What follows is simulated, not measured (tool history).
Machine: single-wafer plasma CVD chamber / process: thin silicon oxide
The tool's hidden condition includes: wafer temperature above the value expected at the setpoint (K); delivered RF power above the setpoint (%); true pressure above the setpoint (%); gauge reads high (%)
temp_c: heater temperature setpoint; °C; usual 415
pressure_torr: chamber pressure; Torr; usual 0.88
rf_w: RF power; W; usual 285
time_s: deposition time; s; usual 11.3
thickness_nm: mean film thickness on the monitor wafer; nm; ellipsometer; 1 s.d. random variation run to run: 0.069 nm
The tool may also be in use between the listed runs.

run,hour,temp_c,pressure_torr,rf_w,time_s,wafers since the last listed run,hours since the last thermocouple change,hours since the last RF generator calibration,hours since the last manometer calibration,hours since the showerhead was replaced,hours since the gauge calibration,"read-back reference wafer on the same gauge, thickness_nm",thickness_nm
1,0,408,0.88,285,11.3,0,903.1,853.8,1291.1,3141,179.7,20.405,22.368
2,30.5,408,0.88,285,11.3,1157,933.6,884.3,1321.6,3171.5,210.2,20.436,22.48
3,66.2,408,0.88,285,11.3,1354,969.3,920,1357.3,3207.2,245.9,20.437,22.437
4,94.8,415,0.88,285,11.3,1085,997.9,948.6,1385.9,3235.8,274.5,20.426,22.359
# hour 122.8: showerhead replaced
# hour 166.5: gauge calibrated
5,188.4,415,0.88,285,11.3,3248,1091.5,1042.2,1479.5,65.6,21.9,20.253,22.015
# hour 199.9: RF generator calibrated
6,204.9,415,0.88,285,11.3,322,1108,5,1496,82.1,38.4,20.285,22.156
# hour 220.1: capacitance manometer re-zeroed and calibrated
# hour 223: thermocouple changed; heater temperature recalibrated
7,238.3,415,0.88,285,11.3,855,15.3,38.4,18.2,115.5,71.8,20.341,22.286
8,251.8,415,0.88,285,12.8,512,28.8,51.9,31.7,129,85.3,20.362,25.204
9,272.4,427,0.88,310,13.4,781,49.4,72.5,52.3,149.6,105.9,20.37,27.342
10,291.1,415,0.88,285,11.3,709,68.1,91.2,71,168.3,124.6,20.402,22.417
11,323.6,429,0.88,285,13.5,1233,100.6,123.7,103.5,200.8,157.1,20.423,26.504
12,349,415,0.88,285,11.3,963,126,149.1,128.9,226.2,182.5,20.422,22.402
13,384.7,415,0.88,285,9.2,1354,161.7,184.8,164.6,261.9,218.2,20.443,18.205
14,400.9,402,0.684,245,11.3,614,177.9,201,180.8,278.1,234.4,20.448,16.853

Branching from run 14: 5 alternative next runs. What would each branch give?
A,401.3,415,0.88,325,11.3,15,178.3,201.4,181.2,278.5,234.8,?,?
B,401.3,415,0.88,285,13.3,15,178.3,201.4,181.2,278.5,234.8,?,?
C,401.3,415,0.88,310,11.3,15,178.3,201.4,181.2,278.5,234.8,?,?
D,401.3,415,0.88,230,9.6,15,178.3,201.4,181.2,278.5,234.8,?,?
E,401.3,415,0.88,300,11.3,15,178.3,201.4,181.2,278.5,234.8,?,?

run,"read-back reference wafer on the same gauge, thickness_nm",thickness_nm
A,20.463,23.947
B,20.463,26.468
C,20.463,23.432
D,20.463,17.003
E,20.463,23.079
Had the tool no hidden state, the same runs would have come out as:
run,thickness_nm
A,23.654
B,26.143
C,23.145
D,16.795
E,22.796
